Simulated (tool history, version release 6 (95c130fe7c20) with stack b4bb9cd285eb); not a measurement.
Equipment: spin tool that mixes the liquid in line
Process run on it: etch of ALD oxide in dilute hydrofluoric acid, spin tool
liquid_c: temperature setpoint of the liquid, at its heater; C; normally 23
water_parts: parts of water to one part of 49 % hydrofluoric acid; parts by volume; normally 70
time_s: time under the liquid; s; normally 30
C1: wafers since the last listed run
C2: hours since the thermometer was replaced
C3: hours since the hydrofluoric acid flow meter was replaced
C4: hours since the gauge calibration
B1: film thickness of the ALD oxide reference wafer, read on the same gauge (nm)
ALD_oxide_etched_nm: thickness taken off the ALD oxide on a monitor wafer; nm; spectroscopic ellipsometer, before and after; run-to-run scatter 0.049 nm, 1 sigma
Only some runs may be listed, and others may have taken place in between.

{"run": 1, "hour": 0.0, "liquid_c": 23, "water_parts": 70, "time_s": 30, "C1": 0, "C2": 974.5, "C3": 1192.5, "C4": 772.9, "B1": 109.95, "ALD_oxide_etched_nm": 9.05}
{"run": 2, "hour": 47.4, "liquid_c": 23, "water_parts": 70, "time_s": 30, "C1": 571, "C2": 1021.9, "C3": 1239.9, "C4": 820.3, "B1": 110.05, "ALD_oxide_etched_nm": 9.1}
{"run": 3, "hour": 116.9, "liquid_c": 23, "water_parts": 70, "time_s": 30, "C1": 838, "C2": 1091.4, "C3": 1309.4, "C4": 889.8, "B1": 110.02, "ALD_oxide_etched_nm": 9.05}
{"run": 4, "hour": 207.3, "liquid_c": 23, "water_parts": 70, "time_s": 30, "C1": 1090, "C2": 1181.8, "C3": 1399.8, "C4": 980.2, "B1": 110, "ALD_oxide_etched_nm": 9.05}
{"run": 5, "hour": 243.4, "liquid_c": 23, "water_parts": 70, "time_s": 30, "C1": 435, "C2": 1217.9, "C3": 1435.9, "C4": 1016.3, "B1": 110.06, "ALD_oxide_etched_nm": 9.08}
{"run": 6, "hour": 343.0, "liquid_c": 23, "water_parts": 70, "time_s": 25, "C1": 1201, "C2": 1317.5, "C3": 1535.5, "C4": 1115.9, "B1": 109.99, "ALD_oxide_etched_nm": 7.57}
{"run": 7, "hour": 431.6, "liquid_c": 23, "water_parts": 85, "time_s": 20, "C1": 1069, "C2": 1406.1, "C3": 1624.1, "C4": 1204.5, "B1": 109.95, "ALD_oxide_etched_nm": 4.84}
{"run": 8, "hour": 504.2, "liquid_c": 23, "water_parts": 85, "time_s": 20, "C1": 876, "C2": 1478.7, "C3": 1696.7, "C4": 1277.1, "B1": 109.96, "ALD_oxide_etched_nm": 4.88}
{"run": 9, "hour": 544.1, "liquid_c": 23, "water_parts": 85, "time_s": 20, "C1": 481, "C2": 1518.6, "C3": 1736.6, "C4": 1317, "B1": 109.98, "ALD_oxide_etched_nm": 4.87}
{"hour": 568.3, "done": "hydrofluoric acid flow meter replaced"}
{"hour": 599.2, "done": "thermometer replaced"}
{"run": 10, "hour": 650.5, "liquid_c": 20.5, "water_parts": 55, "time_s": 30, "C1": 1259, "C2": 51.3, "C3": 82.2, "C4": 1423.4, "B1": 110, "ALD_oxide_etched_nm": 10.68}
{"run": 11, "hour": 750.2, "liquid_c": 23, "water_parts": 80, "time_s": 25, "C1": 1203, "C2": 151, "C3": 181.9, "C4": 1523.1, "B1": 110.03, "ALD_oxide_etched_nm": 6.57}
{"run": 12, "hour": 846.6, "liquid_c": 23, "water_parts": 60, "time_s": 20, "C1": 1163, "C2": 247.4, "C3": 278.3, "C4": 1619.5, "B1": 110.02, "ALD_oxide_etched_nm": 7.13}
{"run": 13, "hour": 915.5, "liquid_c": 24.5, "water_parts": 95, "time_s": 15, "C1": 831, "C2": 316.3, "C3": 347.2, "C4": 1688.4, "B1": 109.97, "ALD_oxide_etched_nm": 3.45}
{"hour": 1006.0, "done": "gauge calibrated"}
{"run": 14, "hour": 1007.2, "liquid_c": 26.5, "water_parts": 40, "time_s": 45, "C1": 1106, "C2": 408, "C3": 438.9, "C4": 1.2, "B1": 110.01, "ALD_oxide_etched_nm": 28.57}
{"run": 15, "hour": 1069.8, "liquid_c": 23, "water_parts": 70, "time_s": 30, "C1": 755, "C2": 470.6, "C3": 501.5, "C4": 63.8, "B1": 110.02, "ALD_oxide_etched_nm": 9.06}
{"run": 16, "hour": 1164.3, "liquid_c": 18.5, "water_parts": 70, "time_s": 50, "C1": 1140, "C2": 565.1, "C3": 596, "C4": 158.3, "B1": 110.03, "ALD_oxide_etched_nm": 12.54}
{"run": 17, "hour": 1271.8, "liquid_c": 23, "water_parts": 80, "time_s": 40, "C1": 1297, "C2": 672.6, "C3": 703.5, "C4": 265.8, "B1": 110.01, "ALD_oxide_etched_nm": 10.43}
{"run": 18, "hour": 1324.7, "liquid_c": 23, "water_parts": 90, "time_s": 30, "C1": 638, "C2": 725.5, "C3": 756.4, "C4": 318.7, "B1": 109.99, "ALD_oxide_etched_nm": 6.86}
{"run": 19, "hour": 1382.4, "liquid_c": 23, "water_parts": 70, "time_s": 15, "C1": 696, "C2": 783.2, "C3": 814.1, "C4": 376.4, "B1": 110, "ALD_oxide_etched_nm": 4.51}
{"run": 20, "hour": 1475.2, "liquid_c": 23, "water_parts": 80, "time_s": 25, "C1": 1119, "C2": 876, "C3": 906.9, "C4": 469.2, "B1": 110.02, "ALD_oxide_etched_nm": 6.51}

Forecast each of these 5 alternatives for the next run:
{"run": "A", "hour": 1475.6, "liquid_c": 23, "water_parts": 70, "time_s": 30, "C1": 4, "C2": 876.4, "C3": 907.3, "C4": 469.6, "B1": "?", "ALD_oxide_etched_nm": "?"}
{"run": "B", "hour": 1475.6, "liquid_c": 18, "water_parts": 70, "time_s": 30, "C1": 4, "C2": 876.4, "C3": 907.3, "C4": 469.6, "B1": "?", "ALD_oxide_etched_nm": "?"}
{"run": "C", "hour": 1475.6, "liquid_c": 28, "water_parts": 80, "time_s": 30, "C1": 4, "C2": 876.4, "C3": 907.3, "C4": 469.6, "B1": "?", "ALD_oxide_etched_nm": "?"}
{"run": "D", "hour": 1475.6, "liquid_c": 23, "water_parts": 40, "time_s": 30, "C1": 4, "C2": 876.4, "C3": 907.3, "C4": 469.6, "B1": "?", "ALD_oxide_etched_nm": "?"}
{"run": "E", "hour": 1475.6, "liquid_c": 27, "water_parts": 50, "time_s": 15, "C1": 4, "C2": 876.4, "C3": 907.3, "C4": 469.6, "B1": "?", "ALD_oxide_etched_nm": "?"}

run=A B1=110 ALD_oxide_etched_nm=9.08
run=B B1=110 ALD_oxide_etched_nm=7.37
run=C B1=110 ALD_oxide_etched_nm=9.57
run=D B1=110 ALD_oxide_etched_nm=16.52
run=E B1=110 ALD_oxide_etched_nm=7.68
Had the tool no hidden state, the same runs would have come out as:
run=A ALD_oxide_etched_nm=9.08
run=B ALD_oxide_etched_nm=7.37
run=C ALD_oxide_etched_nm=9.57
run=D ALD_oxide_etched_nm=16.52
run=E ALD_oxide_etched_nm=7.68

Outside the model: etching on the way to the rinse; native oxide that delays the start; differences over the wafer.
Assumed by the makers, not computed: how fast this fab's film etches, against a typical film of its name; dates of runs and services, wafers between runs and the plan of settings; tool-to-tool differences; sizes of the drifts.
